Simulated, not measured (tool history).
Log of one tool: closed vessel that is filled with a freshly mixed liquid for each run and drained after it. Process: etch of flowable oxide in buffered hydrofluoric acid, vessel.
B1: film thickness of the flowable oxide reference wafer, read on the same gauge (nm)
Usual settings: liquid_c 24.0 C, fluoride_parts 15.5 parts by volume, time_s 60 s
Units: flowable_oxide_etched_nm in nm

Run 1, hour 0.0: usual settings but liquid_c 28.0 C; B1 119.95. Result: flowable_oxide_etched_nm 319.57 nm.
Run 2, hour 26.1: usual settings but liquid_c 28.0 C; B1 119.99. Result: flowable_oxide_etched_nm 323.90 nm.
Run 3, hour 84.2: usual settings; B1 120.00. Result: flowable_oxide_etched_nm 265.27 nm.
Run 4, hour 130.4: usual settings but time_s 35 s; B1 119.96. Result: flowable_oxide_etched_nm 152.95 nm.
Run 5, hour 163.4: usual settings but time_s 50 s; B1 119.99. Result: flowable_oxide_etched_nm 222.32 nm.
Run 6, hour 300.7: usual settings but liquid_c 22.0 C; B1 119.99. Result: flowable_oxide_etched_nm 238.99 nm.
At hour 307.6: gauge calibrated.
Run 7, hour 352.5: usual settings but liquid_c 22.0 C; B1 120.00. Result: flowable_oxide_etched_nm 245.04 nm.
Run 8, hour 416.0: usual settings; B1 120.02. Result: flowable_oxide_etched_nm 276.98 nm.
Run 9, hour 447.4: usual settings; B1 119.96. Result: flowable_oxide_etched_nm 275.24 nm.
Run 10, hour 517.4: usual settings; B1 119.97. Result: flowable_oxide_etched_nm 275.29 nm.
Run 11, hour 574.2: usual settings; B1 120.04. Result: flowable_oxide_etched_nm 280.44 nm.
At hour 595.6: thermometer replaced.
At hour 595.8: hydrofluoric acid flow meter replaced.
Run 12, hour 616.8: usual settings; B1 119.97. Result: flowable_oxide_etched_nm 221.34 nm.
Run 13, hour 664.8: usual settings; B1 120.03. Result: flowable_oxide_etched_nm 221.45 nm.
Run 14, hour 718.9: usual settings; B1 119.96. Result: flowable_oxide_etched_nm 220.47 nm.
Run 15, hour 776.9: usual settings; B1 120.01. Result: flowable_oxide_etched_nm 225.40 nm.
Run 16, hour 823.3: usual settings but liquid_c 27.5 C, time_s 50 s; B1 119.99. Result: flowable_oxide_etched_nm 227.52 nm.
Run 17, hour 868.7: usual settings but time_s 40 s; B1 119.99. Result: flowable_oxide_etched_nm 150.29 nm.
Run 18, hour 903.8: usual settings; B1 120.03. Result: flowable_oxide_etched_nm 226.10 nm.
Run 19, hour 930.6: usual settings; B1 119.98. Result: flowable_oxide_etched_nm 228.28 nm.
Run 20, hour 1000.2: usual settings but fluoride_parts 13.5 parts by volume; B1 120.04. Result: flowable_oxide_etched_nm 264.15 nm.
Run 21, hour 1059.3: usual settings but liquid_c 25.5 C; B1 120.01. Result: flowable_oxide_etched_nm 251.43 nm.
At hour 1080.8: gauge calibrated.
Run 22, hour 1091.2: usual settings but liquid_c 22.5 C; B1 119.99. Result: flowable_oxide_etched_nm 215.00 nm.
Run 23, hour 1125.7: usual settings but liquid_c 28.5 C, fluoride_parts 10.5 parts by volume, time_s 70 s; B1 120.05. Result: flowable_oxide_etched_nm 510.78 nm.
Run 24, hour 1181.5: usual settings but liquid_c 28.0 C, time_s 35 s; B1 120.04. Result: flowable_oxide_etched_nm 168.75 nm.
Run 25, hour 1232.2: usual settings but liquid_c 22.0 C, fluoride_parts 11.5 parts by volume, time_s 35 s; B1 120.00. Result: flowable_oxide_etched_nm 165.83 nm.
Run 26, hour 1301.7: usual settings; B1 120.03. Result: flowable_oxide_etched_nm 236.71 nm.
Run 27, hour 1328.5: usual settings; B1 120.00. Result: flowable_oxide_etched_nm 236.08 nm.
Run 28, hour 1491.2: usual settings; B1 119.98. Result: flowable_oxide_etched_nm 246.26 nm.
Run 29, hour 1519.0: usual settings but liquid_c 21.0 C, fluoride_parts 19.5 parts by volume, time_s 80 s; B1 119.99. Result: flowable_oxide_etched_nm 218.45 nm.

Forecast each of these 3 alternatives for the next run:
Run A, hour 1519.7: usual settings; B1 ?. Result: flowable_oxide_etched_nm ?.
Run B, hour 1519.7: usual settings but liquid_c 20.5 C; B1 ?. Result: flowable_oxide_etched_nm ?.
Run C, hour 1519.7: usual settings but liquid_c 27.0 C, time_s 45 s; B1 ?. Result: flowable_oxide_etched_nm ?.

run      B1  flowable_oxide_etched_nm
  A  120.03                    241.11
  B  120.03                    198.97
  C  120.03                    212.47
Without the tool's hidden state the same runs would have given:
run  flowable_oxide_etched_nm
  A                    213.94
  B                    176.32
  C                    188.74
